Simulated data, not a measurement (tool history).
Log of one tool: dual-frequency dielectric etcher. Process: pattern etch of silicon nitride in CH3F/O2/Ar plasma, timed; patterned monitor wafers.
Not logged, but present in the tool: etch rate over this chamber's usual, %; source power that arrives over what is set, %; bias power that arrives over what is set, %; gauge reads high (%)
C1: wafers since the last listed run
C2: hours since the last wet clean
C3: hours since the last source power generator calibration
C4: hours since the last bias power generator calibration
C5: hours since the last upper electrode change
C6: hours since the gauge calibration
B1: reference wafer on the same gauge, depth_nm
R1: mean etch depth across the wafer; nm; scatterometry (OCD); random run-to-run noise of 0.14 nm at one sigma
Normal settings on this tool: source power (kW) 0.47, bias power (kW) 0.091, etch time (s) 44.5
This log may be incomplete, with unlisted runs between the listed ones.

run 1 hour=0 | source_power_(kW)=0.51 bias_power_(kW)=0.091 etch_time_(s)=44.5 | C1=0 C2=224.6 C3=5001.3 C4=2934.2 C5=3519.4 C6=221.3 | B1=34.41 | R1=41
run 2 hour=27.6 | source_power_(kW)=0.41 bias_power_(kW)=0.091 etch_time_(s)=44.5 | C1=351 C2=252.2 C3=5028.9 C4=2961.8 C5=3547 C6=248.9 | B1=34.35 | R1=38.44
run 3 hour=45.3 | source_power_(kW)=0.41 bias_power_(kW)=0.091 etch_time_(s)=44.5 | C1=225 C2=269.9 C3=5046.6 C4=2979.5 C5=3564.7 C6=266.6 | B1=34.36 | R1=38.28
run 4 hour=64.9 | source_power_(kW)=0.47 bias_power_(kW)=0.091 etch_time_(s)=44.5 | C1=249 C2=289.5 C3=5066.2 C4=2999.1 C5=3584.3 C6=286.2 | B1=34.38 | R1=40.16
run 5 hour=113.6 | source_power_(kW)=0.47 bias_power_(kW)=0.091 etch_time_(s)=44.5 | C1=619 C2=338.2 C3=5114.9 C4=3047.8 C5=3633 C6=334.9 | B1=34.4 | R1=40.34
run 6 hour=140.5 | source_power_(kW)=0.47 bias_power_(kW)=0.091 etch_time_(s)=44.5 | C1=342 C2=365.1 C3=5141.8 C4=3074.7 C5=3659.9 C6=361.8 | B1=34.43 | R1=40.16
run 7 hour=163.3 | source_power_(kW)=0.47 bias_power_(kW)=0.091 etch_time_(s)=44.5 | C1=290 C2=387.9 C3=5164.6 C4=3097.5 C5=3682.7 C6=384.6 | B1=34.47 | R1=40.39
-- hour=197.5 gauge calibrated
run 8 hour=197.7 | source_power_(kW)=0.47 bias_power_(kW)=0.091 etch_time_(s)=44.5 | C1=437 C2=422.3 C3=5199 C4=3131.9 C5=3717.1 C6=0.2 | B1=34.42 | R1=40.64
run 9 hour=210.2 | source_power_(kW)=0.47 bias_power_(kW)=0.079 etch_time_(s)=40 | C1=159 C2=434.8 C3=5211.5 C4=3144.4 C5=3729.6 C6=12.7 | B1=34.4 | R1=35.52
-- hour=221 bias power generator calibrated
-- hour=239.4 upper electrode replaced
run 10 hour=239.9 | source_power_(kW)=0.47 bias_power_(kW)=0.079 etch_time_(s)=40 | C1=93 C2=464.5 C3=5241.2 C4=18.9 C5=0.5 C6=42.4 | B1=34.43 | R1=35.61
run 11 hour=262.7 | source_power_(kW)=0.55 bias_power_(kW)=0.106 etch_time_(s)=44.5 | C1=290 C2=487.3 C3=5264 C4=41.7 C5=23.3 C6=65.2 | B1=34.37 | R1=44.47
-- hour=292.9 source power generator calibrated
-- hour=299.1 wet clean of the chamber
run 12 hour=299.6 | source_power_(kW)=0.47 bias_power_(kW)=0.091 etch_time_(s)=38.5 | C1=339 C2=0.5 C3=6.7 C4=78.6 C5=60.2 C6=102.1 | B1=34.43 | R1=33.77
run 13 hour=301.3 | source_power_(kW)=0.55 bias_power_(kW)=0.091 etch_time_(s)=44.5 | C1=21 C2=2.2 C3=8.4 C4=80.3 C5=61.9 C6=103.8 | B1=34.43 | R1=41.47
run 14 hour=334.4 | source_power_(kW)=0.43 bias_power_(kW)=0.082 etch_time_(s)=44.5 | C1=421 C2=35.3 C3=41.5 C4=113.4 C5=95 C6=136.9 | B1=34.39 | R1=37.13
run 15 hour=415.7 | source_power_(kW)=0.44 bias_power_(kW)=0.109 etch_time_(s)=34 | C1=1034 C2=116.6 C3=122.8 C4=194.7 C5=176.3 C6=218.2 | B1=34.35 | R1=31.06
run 16 hour=437.2 | source_power_(kW)=0.47 bias_power_(kW)=0.091 etch_time_(s)=44.5 | C1=273 C2=138.1 C3=144.3 C4=216.2 C5=197.8 C6=239.7 | B1=34.37 | R1=39.47
run 17 hour=461.6 | source_power_(kW)=0.47 bias_power_(kW)=0.073 etch_time_(s)=44.5 | C1=310 C2=162.5 C3=168.7 C4=240.6 C5=222.2 C6=264.1 | B1=34.4 | R1=37.69
run 18 hour=491 | source_power_(kW)=0.47 bias_power_(kW)=0.07 etch_time_(s)=49.5 | C1=374 C2=191.9 C3=198.1 C4=270 C5=251.6 C6=293.5 | B1=34.43 | R1=41.9
run 19 hour=513.5 | source_power_(kW)=0.57 bias_power_(kW)=0.07 etch_time_(s)=49 | C1=286 C2=214.4 C3=220.6 C4=292.5 C5=274.1 C6=316 | B1=34.38 | R1=44.03
run 20 hour=537.1 | source_power_(kW)=0.47 bias_power_(kW)=0.091 etch_time_(s)=44.5 | C1=300 C2=238 C3=244.2 C4=316.1 C5=297.7 C6=339.6 | B1=34.42 | R1=39.98
run 21 hour=569.9 | source_power_(kW)=0.58 bias_power_(kW)=0.107 etch_time_(s)=48 | C1=417 C2=270.8 C3=277 C4=348.9 C5=330.5 C6=372.4 | B1=34.39 | R1=47.85
-- hour=579.3 gauge calibrated
run 22 hour=598.7 | source_power_(kW)=0.51 bias_power_(kW)=0.091 etch_time_(s)=56.5 | C1=366 C2=299.6 C3=305.8 C4=377.7 C5=359.3 C6=19.4 | B1=34.34 | R1=52.02

Each row is a separate what-if for the run after 22, all from the same tool condition, not one after another. Results?
run A hour=599.1 | source_power_(kW)=0.47 bias_power_(kW)=0.091 etch_time_(s)=44.5 | C1=5 C2=300 C3=306.2 C4=378.1 C5=359.7 C6=19.8 | B1=? | R1=?
run B hour=599.1 | source_power_(kW)=0.55 bias_power_(kW)=0.073 etch_time_(s)=44.5 | C1=5 C2=300 C3=306.2 C4=378.1 C5=359.7 C6=19.8 | B1=? | R1=?
run C hour=599.1 | source_power_(kW)=0.47 bias_power_(kW)=0.071 etch_time_(s)=50 | C1=5 C2=300 C3=306.2 C4=378.1 C5=359.7 C6=19.8 | B1=? | R1=?

run=A B1=34.43 R1=39.8
run=B B1=34.43 R1=40.02
run=C B1=34.43 R1=42.56
Without the tool's hidden state the same runs would have given:
run=A R1=38.88
run=B R1=39.1
run=C R1=41.58
